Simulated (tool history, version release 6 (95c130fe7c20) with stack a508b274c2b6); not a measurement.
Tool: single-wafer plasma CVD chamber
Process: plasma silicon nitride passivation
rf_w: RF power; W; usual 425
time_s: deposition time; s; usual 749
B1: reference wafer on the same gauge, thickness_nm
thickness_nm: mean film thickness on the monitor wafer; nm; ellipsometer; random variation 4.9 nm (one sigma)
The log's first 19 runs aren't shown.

{"run": 20, "hour": 940.3, "rf_w": 425, "time_s": 749, "B1": 1010.392, "thickness_nm": 1030.762}
{"hour": 983.4, "done": "RF generator calibrated"}
{"hour": 986.0, "done": "showerhead replaced"}
{"run": 21, "hour": 986.5, "rf_w": 425, "time_s": 749, "B1": 1010.257, "thickness_nm": 1062.832}
{"run": 22, "hour": 1028.8, "rf_w": 425, "time_s": 749, "B1": 1011.153, "thickness_nm": 1059.045}
{"run": 23, "hour": 1066.8, "rf_w": 450, "time_s": 883, "B1": 1008.386, "thickness_nm": 1288.07}
{"hour": 1092.5, "done": "gauge calibrated"}
{"run": 24, "hour": 1114.6, "rf_w": 495, "time_s": 686, "B1": 1011.233, "thickness_nm": 1040.657}
{"run": 25, "hour": 1142.7, "rf_w": 480, "time_s": 749, "B1": 1009.588, "thickness_nm": 1136.063}
{"run": 26, "hour": 1181.6, "rf_w": 345, "time_s": 814, "B1": 1008.478, "thickness_nm": 1043.039}
{"run": 27, "hour": 1205.6, "rf_w": 340, "time_s": 614, "B1": 1009.462, "thickness_nm": 773.146}
{"run": 28, "hour": 1263.0, "rf_w": 375, "time_s": 699, "B1": 1010.507, "thickness_nm": 923.53}
{"run": 29, "hour": 1290.1, "rf_w": 395, "time_s": 677, "B1": 1010.103, "thickness_nm": 923.959}
{"run": 30, "hour": 1316.7, "rf_w": 425, "time_s": 749, "B1": 1010.61, "thickness_nm": 1056.195}
{"run": 31, "hour": 1358.3, "rf_w": 500, "time_s": 678, "B1": 1009.605, "thickness_nm": 1037.078}
{"run": 32, "hour": 1386.2, "rf_w": 505, "time_s": 865, "B1": 1010.734, "thickness_nm": 1321.509}
{"run": 33, "hour": 1438.2, "rf_w": 360, "time_s": 697, "B1": 1010.398, "thickness_nm": 898.238}

Run 34 comes next. What will it give?
{"run": 34, "hour": 1494.8, "rf_w": 375, "time_s": 686, "B1": "?", "thickness_nm": "?"}

{"run 34": {"B1": 1009.892, "thickness_nm": 910.572}}
Without the tool's hidden state the same run would have given thickness_nm 927.357 nm.
